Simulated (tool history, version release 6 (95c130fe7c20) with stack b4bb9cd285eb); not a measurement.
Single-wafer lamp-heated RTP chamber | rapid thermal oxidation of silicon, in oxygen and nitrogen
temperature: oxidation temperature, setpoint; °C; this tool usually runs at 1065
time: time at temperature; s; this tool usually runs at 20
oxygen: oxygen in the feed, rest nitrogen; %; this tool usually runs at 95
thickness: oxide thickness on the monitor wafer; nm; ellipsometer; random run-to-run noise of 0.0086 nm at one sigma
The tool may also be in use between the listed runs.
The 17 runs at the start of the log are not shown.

run	hour	temperature	time	oxygen	read-back reference wafer on the same gauge, thickness	thickness
18	1579.8	1065	25	67	4.986	5.62
# hour 1777.8: pyrometer window cleaned and pyrometer calibrated
19	1869.9	1086	20	66	4.987	5.81
20	1962.3	1095	17	77	4.988	6.073
# hour 1975: gauge calibrated
21	2001.4	1083	23	95	4.99	6.896
22	2088.8	1052	29	68	4.989	5.509
# hour 2109.2: oxygen flow controller replaced
23	2135.1	1065	20	87	4.989	5.61
24	2207.8	1038	13	66	4.988	3.634
25	2268.1	1035	20	95	4.991	4.74
26	2354.8	1065	20	95	4.99	5.783
27	2401.3	1086	20	86	4.987	6.425
28	2452	1048	20	98	4.987	5.227
# hour 2465.2: pyrometer window cleaned and pyrometer calibrated
29	2489.7	1048	24	95	4.991	5.524
30	2549.6	1065	11	98	4.988	4.594
31	2617.5	1052	20	85	4.991	5.074
32	2659.3	1065	20	95	4.993	5.772
33	2719.1	1065	24	98	4.989	6.288
34	2773.2	1065	16	75	4.989	4.855
35	2819.4	1055	20	95	4.994	5.399
36	2920.3	1048	20	78	4.993	4.834
37	3017.4	1065	20	95	4.988	5.786

Predict each of these 5 candidate next runs independently; none follows another, all start after run 37:
A	3017.8	1039	20	95	?	?
B	3017.8	1036	16	98	?	?
C	3017.8	1093	28	65	?	?
D	3017.8	1042	13	95	?	?
E	3017.8	1076	17	84	?	?

run	read-back reference wafer on the same gauge, thickness	thickness
A	4.987	4.875
B	4.987	4.419
C	4.987	7.009
D	4.987	4.203
E	4.987	5.591
What these runs would have given with no unlogged condition in the tool:
run	thickness
A	4.824
B	4.373
C	6.94
D	4.16
E	5.535
